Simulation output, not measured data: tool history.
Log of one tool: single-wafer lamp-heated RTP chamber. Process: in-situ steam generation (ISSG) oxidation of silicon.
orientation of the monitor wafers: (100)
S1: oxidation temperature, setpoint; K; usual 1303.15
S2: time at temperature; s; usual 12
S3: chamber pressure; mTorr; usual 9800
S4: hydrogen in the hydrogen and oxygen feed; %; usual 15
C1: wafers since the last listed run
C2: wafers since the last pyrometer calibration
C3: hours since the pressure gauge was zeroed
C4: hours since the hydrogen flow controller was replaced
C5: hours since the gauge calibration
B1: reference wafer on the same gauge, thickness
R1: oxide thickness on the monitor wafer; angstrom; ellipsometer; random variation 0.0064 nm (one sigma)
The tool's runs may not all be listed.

Run 1, hour 0: usual settings; C1 0; C2 4937; C3 4099; C4 5545.9; C5 31.9; B1 3.949. Result: R1 43.89 angstrom.
Run 2, hour 12.9: usual settings but S4 19 %; C1 152; C2 5090; C3 4111.9; C4 5558.8; C5 44.8; B1 3.951. Result: R1 46.39 angstrom.
Run 3, hour 24.2: usual settings; C1 133; C2 5224; C3 4123.2; C4 5570.1; C5 56.1; B1 3.95. Result: R1 43.95 angstrom.
Run 4, hour 72.4: usual settings; C1 570; C2 5794; C3 4171.4; C4 5618.3; C5 104.3; B1 3.949. Result: R1 43.91 angstrom.
At hour 75.9: gauge calibrated.
Run 5, hour 80.4: usual settings; C1 94; C2 5889; C3 4179.4; C4 5626.3; C5 4.5; B1 3.948. Result: R1 44.1 angstrom.
At hour 98.9: pressure gauge zeroed.
At hour 102.3: hydrogen flow controller replaced.
Run 6, hour 102.8: usual settings but S2 16 s; C1 130; C2 6020; C3 3.9; C4 0.5; C5 26.9; B1 3.95. Result: R1 50.65 angstrom.
Run 7, hour 103.1: usual settings but S2 16 s; C1 3; C2 6023; C3 4.2; C4 0.8; C5 27.2; B1 3.947. Result: R1 50.67 angstrom.
Run 8, hour 109.8: usual settings but S2 16 s, S3 9000 mTorr; C1 79; C2 6103; C3 10.9; C4 7.5; C5 33.9; B1 3.952. Result: R1 51.29 angstrom.

The next listed run, before its measurement:
Run 9, hour 126.4: usual settings; C1 196; C2 6299; C3 27.5; C4 24.1; C5 50.5; B1 ?. Result: R1 ?.

{"run 9": {"B1": 3.949, "R1": 44.04}}
Without the tool's hidden state the same run would have given R1 42.82 angstrom.
